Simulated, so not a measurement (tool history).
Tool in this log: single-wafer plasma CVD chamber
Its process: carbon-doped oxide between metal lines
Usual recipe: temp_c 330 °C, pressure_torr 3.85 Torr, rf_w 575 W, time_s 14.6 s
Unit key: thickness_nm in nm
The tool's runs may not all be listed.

run	hour	temp_c	pressure_torr	rf_w	time_s	read-back reference wafer on the same gauge, thickness_nm	thickness_nm
1	0.0	330	3.85	575	14.6	81.760	89.977
2	64.1	330	3.44	575	14.6	81.851	89.203
3	133.1	330	3.44	575	14.6	81.865	89.934
4	181.7	330	3.85	575	14.6	81.767	90.743
5	251.4	330	3.85	575	14.6	81.904	90.955
6	284.3	330	3.85	575	14.6	81.815	90.233
7	355.4	330	3.85	505	14.6	81.905	83.500
8	414.2	330	3.85	505	14.6	81.918	84.482
9	458.7	330	3.85	575	14.6	81.919	90.381
10	484.2	330	3.85	575	14.6	81.869	90.540
11	522.8	340	3.23	575	14.6	81.962	85.810
12	581.3	340	3.23	575	14.6	81.911	86.025
# hour 602.7: gauge calibrated
13	626.2	330	3.85	575	14.6	81.908	90.508
14	674.3	341	4.52	500	16.3	81.924	90.803
15	819.6	342	4.25	495	17.0	81.810	93.148
# hour 862.3: thermocouple changed; heater temperature recalibrated
16	887.9	338	3.27	575	14.6	81.952	84.936
17	925.4	344	4.17	610	14.6	81.872	88.570
# hour 964.8: capacitance manometer re-zeroed and calibrated
# hour 989.1: showerhead replaced, of another model than before
18	989.6	330	3.85	575	14.6	81.891	89.014
19	1011.4	330	3.44	575	14.6	81.904	87.715
# hour 1036.0: RF generator calibrated
20	1036.5	340	4.71	520	12.2	81.853	70.922
21	1068.6	342	4.25	495	17.0	81.954	94.812
22	1132.1	338	3.85	520	12.5	81.804	71.435
23	1177.4	330	3.85	690	16.1	81.902	105.655
24	1225.6	330	4.29	575	11.9	81.890	73.849
25	1278.4	319	3.85	575	16.3	81.935	103.441
26	1348.0	330	4.67	525	14.6	81.822	87.885
27	1394.6	330	3.35	495	14.6	81.898	83.199
28	1432.7	330	3.28	470	14.6	81.845	81.395

Predict each of these 4 candidate next runs independently; none follows another, all start after run 28:
A	1433.1	330	3.85	575	14.6	?	?
B	1433.1	330	3.85	480	14.6	?	?
C	1433.1	338	3.11	540	14.6	?	?
D	1433.1	339	4.53	630	14.6	?	?

run	read-back reference wafer on the same gauge, thickness_nm	thickness_nm
A	81.877	89.312
B	81.877	83.597
C	81.877	82.822
D	81.877	91.210
Had the tool no hidden state, the same runs would have come out as:
run	thickness_nm
A	89.010
B	83.314
C	82.568
D	90.937
